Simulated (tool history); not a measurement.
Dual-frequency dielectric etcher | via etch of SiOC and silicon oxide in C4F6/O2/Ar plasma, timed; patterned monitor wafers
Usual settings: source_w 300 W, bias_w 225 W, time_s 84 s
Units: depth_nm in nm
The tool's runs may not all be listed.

| run | hour | source_w | bias_w | time_s | wafers since the last listed run | hours since the last wet clean | hours since the last source power generator calibration | hours since the last bias power generator calibration | hours since the last upper electrode change | hours since the gauge calibration | read-back reference wafer on the same gauge, depth_nm | depth_nm |
|---|---|---|---|---|---|---|---|---|---|---|---|---|
| 1 | 0 | 300 | 225 | 84 | 0 | 109.8 | 84.7 | 4309.8 | 1972.4 | 38.5 | 70.1 | 86.7 |
| 2 | 25.4 | 300 | 210 | 94 | 313 | 135.2 | 110.1 | 4335.2 | 1997.8 | 63.9 | 70.1 | 94.6 |
| 3 | 48.8 | 300 | 210 | 94 | 288 | 158.6 | 133.5 | 4358.6 | 2021.2 | 87.3 | 70.1 | 94.7 |
| 4 | 63.3 | 300 | 210 | 94 | 179 | 173.1 | 148 | 4373.1 | 2035.7 | 101.8 | 70.1 | 95 |
| 5 | 94.2 | 300 | 225 | 84 | 381 | 204 | 178.9 | 4404 | 2066.6 | 132.7 | 70.1 | 87 |
| 6 | 120.3 | 300 | 225 | 84 | 322 | 230.1 | 205 | 4430.1 | 2092.7 | 158.8 | 70.1 | 86.8 |
| 7 | 135.3 | 300 | 225 | 106.5 | 185 | 245.1 | 220 | 4445.1 | 2107.7 | 173.8 | 70.1 | 110 |
| 8 | 152.7 | 300 | 225 | 101 | 214 | 262.5 | 237.4 | 4462.5 | 2125.1 | 191.2 | 70.1 | 104.6 |
| 9 | 172 | 300 | 225 | 106.5 | 238 | 281.8 | 256.7 | 4481.8 | 2144.4 | 210.5 | 70.1 | 110.3 |
|  | 188.7 | bias power generator calibrated |
| 10 | 189.2 | 300 | 225 | 84 | 163 | 299 | 273.9 | 0.5 | 2161.6 | 227.7 | 70.1 | 87.1 |
| 11 | 232 | 240 | 247 | 95.5 | 528 | 341.8 | 316.7 | 43.3 | 2204.4 | 270.5 | 70.1 | 98.4 |
| 12 | 250.7 | 340 | 181 | 65.5 | 230 | 360.5 | 335.4 | 62 | 2223.1 | 289.2 | 70.1 | 64.5 |
| 13 | 279.4 | 300 | 247 | 94.5 | 354 | 389.2 | 364.1 | 90.7 | 2251.8 | 317.9 | 70.1 | 101.7 |
| 14 | 307.7 | 220 | 225 | 91.5 | 349 | 417.5 | 392.4 | 119 | 2280.1 | 346.2 | 70.1 | 90 |
| 15 | 340.1 | 350 | 225 | 73.5 | 400 | 449.9 | 424.8 | 151.4 | 2312.5 | 378.6 | 70.1 | 78.8 |
| 16 | 362.5 | 300 | 225 | 61 | 276 | 472.3 | 447.2 | 173.8 | 2334.9 | 401 | 70.1 | 63.4 |
| 17 | 389.3 | 260 | 225 | 99 | 330 | 499.1 | 474 | 200.6 | 2361.7 | 427.8 | 70.1 | 100.2 |
| 18 | 425.5 | 280 | 250 | 107.5 | 447 | 535.3 | 510.2 | 236.8 | 2397.9 | 464 | 70.1 | 114.9 |
|  | 469.1 | upper electrode replaced |
|  | 471.1 | wet clean of the chamber |
| 19 | 471.6 | 300 | 197 | 106 | 248 | 0.5 | 556.3 | 282.9 | 2.5 | 510.1 | 70.1 | 104.4 |
| 20 | 476.3 | 300 | 259 | 84 | 58 | 5.2 | 561 | 287.6 | 7.2 | 514.8 | 70.1 | 91.2 |
| 21 | 505.4 | 300 | 225 | 84 | 359 | 34.3 | 590.1 | 316.7 | 36.3 | 543.9 | 70.1 | 86.6 |
| 22 | 541.1 | 300 | 225 | 84 | 440 | 70 | 625.8 | 352.4 | 72 | 579.6 | 70.1 | 87.2 |
| 23 | 561.9 | 240 | 225 | 84 | 256 | 90.8 | 646.6 | 373.2 | 92.8 | 600.4 | 70.1 | 83.3 |
| 24 | 596.3 | 320 | 225 | 75 | 424 | 125.2 | 681 | 407.6 | 127.2 | 634.8 | 70.1 | 78.6 |
| 25 | 624.2 | 380 | 193 | 84 | 344 | 153.1 | 708.9 | 435.5 | 155.1 | 662.7 | 70.1 | 86.2 |
| 26 | 640.8 | 300 | 225 | 61 | 205 | 169.7 | 725.5 | 452.1 | 171.7 | 679.3 | 70.1 | 63.1 |
| 27 | 670.9 | 300 | 206 | 68 | 371 | 199.8 | 755.6 | 482.2 | 201.8 | 709.4 | 70.1 | 68.4 |
| 28 | 689.3 | 270 | 225 | 84 | 227 | 218.2 | 774 | 500.6 | 220.2 | 727.8 | 70.1 | 85.6 |
| 29 | 715 | 300 | 225 | 84 | 317 | 243.9 | 799.7 | 526.3 | 245.9 | 753.5 | 70.1 | 87.2 |
| 30 | 748.4 | 360 | 225 | 65 | 412 | 277.3 | 833.1 | 559.7 | 279.3 | 786.9 | 70.1 | 69.8 |

Measured less the same run without the tool's hidden state. The same run-to-run variation is in both; the gauge's scatter may not be:
The hidden state here: etch rate over this chamber's usual, %; source power that arrives over what is set, %; bias power that arrives over what is set, %; gauge reads high (%).
| run | depth_nm |
|---|---|
| 1 | +0 |
| 2 | +0.1 |
| 3 | +0.1 |
| 4 | +0.2 |
| 5 | +0.2 |
| 6 | +0.3 |
| 7 | +0.3 |
| 8 | +0.4 |
| 9 | +0.4 |
| 10 | +0.4 |
| 11 | +0.5 |
| 12 | +0.4 |
| 13 | +0.6 |
| 14 | +0.6 |
| 15 | +0.5 |
| 16 | +0.5 |
| 17 | +0.8 |
| 18 | +1 |
| 19 | +0.1 |
| 20 | +0 |
| 21 | +0.1 |
| 22 | +0.2 |
| 23 | +0.1 |
| 24 | +0.3 |
| 25 | +0.3 |
| 26 | +0.3 |
| 27 | +0.2 |
| 28 | +0.3 |
| 29 | +0.4 |
| 30 | +0.4 |

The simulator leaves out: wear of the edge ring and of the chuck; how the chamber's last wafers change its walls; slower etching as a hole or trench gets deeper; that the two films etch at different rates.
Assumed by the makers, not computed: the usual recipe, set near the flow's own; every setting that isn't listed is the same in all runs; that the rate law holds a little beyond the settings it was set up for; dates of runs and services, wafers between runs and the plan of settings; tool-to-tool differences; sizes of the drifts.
